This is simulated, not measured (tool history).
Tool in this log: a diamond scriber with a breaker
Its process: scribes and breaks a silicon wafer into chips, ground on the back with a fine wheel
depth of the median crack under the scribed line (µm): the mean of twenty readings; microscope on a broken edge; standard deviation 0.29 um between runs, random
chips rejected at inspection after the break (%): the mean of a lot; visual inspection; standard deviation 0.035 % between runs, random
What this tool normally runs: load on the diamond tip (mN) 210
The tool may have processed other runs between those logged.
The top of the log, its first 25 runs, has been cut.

run	hour	load on the diamond tip (mN)	wafers since the last listed run	hours since the diamond tip was replaced	hours since the load on the tip was calibrated	incoming depth of the damage left on the back of the incoming wafer, um	depth of the median crack under the scribed line (µm)	chips rejected at inspection after the break (%)
26	691.1	268	58	227.7	172.7	1.95	16.33	2.59
27	713.7	250	88	250.3	195.3	2.27	15.88	1.6
28	727.7	185	55	264.3	209.3	2.52	13.29	2.6
29	750.3	253	88	286.9	231.9	2.69	15.53	1.79
30	779.2	210	113	315.8	260.8	2.95	14.55	1.55
31	804.5	240	99	341.1	286.1	2.15	14.8	1.07
32	830.9	226	103	367.5	312.5	2.58	14.4	1.24
33	902.1	210	280	438.7	383.7	2.74	13.45	1.94
34	919.5	210	68	456.1	401.1	2.44	13.66	1.88
35	941.5	154	86	478.1	423.1	2.42	11.26	8.58
# hour 1043.5: diamond tip replaced by a new one
36	1044	243	395	0.5	525.6	2.2	15.54	1.68
37	1055.8	254	46	12.3	537.4	1.82	16.66	2.13
38	1075.2	210	76	31.7	556.8	2.29	14.35	1.07
39	1088	257	50	44.5	569.6	1.72	16.23	2.29
40	1118	270	118	74.5	599.6	2.42	16.95	3.06

Predict each of these 4 candidate next runs independently; none follows another, all start after run 40:
A	1118.5	210	1	75	600.1	1.58	?	?
B	1118.5	188	1	75	600.1	1.58	?	?
C	1118.5	237	1	75	600.1	1.58	?	?
D	1118.5	192	1	75	600.1	1.58	?	?

run	depth of the median crack under the scribed line (µm)	chips rejected at inspection after the break (%)
A	14.47	0.83
B	13.57	1.54
C	15.55	1.19
D	13.74	1.33
With the hidden condition removed and each run's random variation left untouched, the same runs would have given:
run	depth of the median crack under the scribed line (µm)	chips rejected at inspection after the break (%)
A	14.67	0.81
B	13.75	1.31
C	15.75	1.39
D	13.92	1.14
